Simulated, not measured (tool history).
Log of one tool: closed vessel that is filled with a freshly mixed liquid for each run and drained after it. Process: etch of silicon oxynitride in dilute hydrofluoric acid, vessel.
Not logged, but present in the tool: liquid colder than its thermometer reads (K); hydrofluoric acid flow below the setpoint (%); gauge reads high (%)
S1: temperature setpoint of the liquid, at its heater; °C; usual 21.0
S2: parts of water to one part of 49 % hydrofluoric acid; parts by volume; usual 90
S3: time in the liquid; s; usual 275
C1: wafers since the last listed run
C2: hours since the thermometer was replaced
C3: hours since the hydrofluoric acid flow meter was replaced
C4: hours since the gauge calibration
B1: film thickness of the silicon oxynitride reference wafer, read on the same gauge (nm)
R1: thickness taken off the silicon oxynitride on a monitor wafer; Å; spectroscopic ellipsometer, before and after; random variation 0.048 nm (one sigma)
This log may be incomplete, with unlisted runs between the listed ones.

Run 1, hour 0.0: usual settings but S1 18.0 °C; C1 0; C2 2072.1; C3 1790.0; C4 121.3; B1 129.97. Result: R1 90.8 Å.
Run 2, hour 17.2: usual settings but S1 22.5 °C, S3 315 s; C1 1391; C2 2089.3; C3 1807.2; C4 138.5; B1 130.00. Result: R1 131.5 Å.
Run 3, hour 33.4: usual settings but S3 210 s; C1 1310; C2 2105.5; C3 1823.4; C4 154.7; B1 129.99. Result: R1 80.3 Å.
Run 4, hour 50.3: usual settings but S3 210 s; C1 1367; C2 2122.4; C3 1840.3; C4 171.6; B1 130.01. Result: R1 80.6 Å.
Run 5, hour 63.5: usual settings but S3 210 s; C1 1067; C2 2135.6; C3 1853.5; C4 184.8; B1 129.99. Result: R1 80.7 Å.
Run 6, hour 73.7: usual settings; C1 825; C2 2145.8; C3 1863.7; C4 195.0; B1 130.00. Result: R1 106.1 Å.
Run 7, hour 86.1: usual settings but S2 105 parts by volume, S3 155 s; C1 1003; C2 2158.2; C3 1876.1; C4 207.4; B1 130.00. Result: R1 50.6 Å.
Run 8, hour 93.8: usual settings but S2 105 parts by volume, S3 155 s; C1 622; C2 2165.9; C3 1883.8; C4 215.1; B1 130.02. Result: R1 50.9 Å.
Run 9, hour 107.2: usual settings but S2 105 parts by volume, S3 155 s; C1 1084; C2 2179.3; C3 1897.2; C4 228.5; B1 129.99. Result: R1 50.4 Å.
At hour 113.9: hydrofluoric acid flow meter replaced.
Run 10, hour 122.2: usual settings but S1 23.5 °C; C1 1132; C2 2194.3; C3 8.3; C4 243.5; B1 130.00. Result: R1 118.1 Å.
Run 11, hour 145.2: usual settings but S1 23.5 °C; C1 1860; C2 2217.3; C3 31.3; C4 266.5; B1 130.02. Result: R1 118.7 Å.
At hour 157.4: thermometer replaced.
Run 12, hour 162.4: usual settings but S1 23.5 °C; C1 1310; C2 5.0; C3 48.5; C4 283.7; B1 129.96. Result: R1 132.2 Å.
Run 13, hour 174.9: usual settings; C1 1011; C2 17.5; C3 61.0; C4 296.2; B1 130.00. Result: R1 116.2 Å.
Run 14, hour 187.5: usual settings; C1 1019; C2 30.1; C3 73.6; C4 308.8; B1 129.99. Result: R1 117.3 Å.
Run 15, hour 199.6: usual settings but S2 105 parts by volume; C1 978; C2 42.2; C3 85.7; C4 320.9; B1 130.04. Result: R1 98.3 Å.
Run 16, hour 210.2: usual settings but S2 105 parts by volume; C1 857; C2 52.8; C3 96.3; C4 331.5; B1 130.02. Result: R1 99.1 Å.
Run 17, hour 225.5: usual settings but S2 115 parts by volume, S3 420 s; C1 1237; C2 68.1; C3 111.6; C4 346.8; B1 130.02. Result: R1 136.5 Å.
Run 18, hour 233.7: usual settings; C1 663; C2 76.3; C3 119.8; C4 355.0; B1 129.98. Result: R1 116.2 Å.
Run 19, hour 247.6: usual settings; C1 1124; C2 90.2; C3 133.7; C4 368.9; B1 130.01. Result: R1 116.0 Å.
Run 20, hour 255.1: usual settings but S1 23.5 °C, S2 125 parts by volume, S3 120 s; C1 606; C2 97.7; C3 141.2; C4 376.4; B1 130.03. Result: R1 40.1 Å.
Run 21, hour 266.8: usual settings but S1 22.5 °C, S2 120 parts by volume, S3 400 s; C1 946; C2 109.4; C3 152.9; C4 388.1; B1 130.00. Result: R1 132.8 Å.
At hour 273.7: gauge calibrated.
Run 22, hour 280.6: usual settings but S1 22.5 °C, S2 120 parts by volume, S3 400 s; C1 1116; C2 123.2; C3 166.7; C4 6.9; B1 129.97. Result: R1 133.3 Å.
Run 23, hour 289.9: usual settings but S2 120 parts by volume; C1 752; C2 132.5; C3 176.0; C4 16.2; B1 129.96. Result: R1 84.9 Å.
Run 24, hour 302.4: usual settings but S1 24.5 °C, S3 175 s; C1 1011; C2 145.0; C3 188.5; C4 28.7; B1 129.98. Result: R1 86.6 Å.
Run 25, hour 318.9: usual settings but S2 125 parts by volume; C1 1334; C2 161.5; C3 205.0; C4 45.2; B1 130.01. Result: R1 81.5 Å.
Run 26, hour 332.9: usual settings; C1 1132; C2 175.5; C3 219.0; C4 59.2; B1 130.02. Result: R1 115.5 Å.
Run 27, hour 347.4: usual settings but S1 18.0 °C, S2 130 parts by volume, S3 430 s; C1 1172; C2 190.0; C3 233.5; C4 73.7; B1 129.99. Result: R1 105.9 Å.
Run 28, hour 353.7: usual settings but S2 105 parts by volume; C1 509; C2 196.3; C3 239.8; C4 80.0; B1 129.99. Result: R1 97.7 Å.
Run 29, hour 363.0: usual settings but S3 160 s; C1 752; C2 205.6; C3 249.1; C4 89.3; B1 130.04. Result: R1 67.4 Å.
Run 30, hour 375.1: usual settings but S1 24.5 °C; C1 978; C2 217.7; C3 261.2; C4 101.4; B1 130.00. Result: R1 136.9 Å.
Run 31, hour 391.6: usual settings but S2 120 parts by volume; C1 1334; C2 234.2; C3 277.7; C4 117.9; B1 130.00. Result: R1 84.7 Å.
Run 32, hour 408.7: usual settings but S2 75 parts by volume; C1 1383; C2 251.3; C3 294.8; C4 135.0; B1 130.02. Result: R1 139.2 Å.
Run 33, hour 416.8: usual settings; C1 655; C2 259.4; C3 302.9; C4 143.1; B1 130.01. Result: R1 115.7 Å.
Run 34, hour 433.2: usual settings but S1 18.5 °C, S2 125 parts by volume, S3 415 s; C1 1326; C2 275.8; C3 319.3; C4 159.5; B1 129.97. Result: R1 108.6 Å.

Forecast each of these 3 alternatives for the next run:
Run A, hour 433.9: usual settings; C1 56; C2 276.5; C3 320.0; C4 160.2; B1 ?. Result: R1 ?.
Run B, hour 433.9: usual settings but S1 23.5 °C, S2 135 parts by volume, S3 320 s; C1 56; C2 276.5; C3 320.0; C4 160.2; B1 ?. Result: R1 ?.
Run C, hour 433.9: usual settings but S1 17.0 °C, S2 55 parts by volume, S3 355 s; C1 56; C2 276.5; C3 320.0; C4 160.2; B1 ?. Result: R1 ?.

run      B1     R1
  A  130.02  115.3
  B  130.02   97.5
  C  130.02  203.9
The same runs, with their run-to-run variation unchanged, on a tool lacking any hidden condition would have given:
run     R1
  A  120.4
  B  101.6
  C  213.2
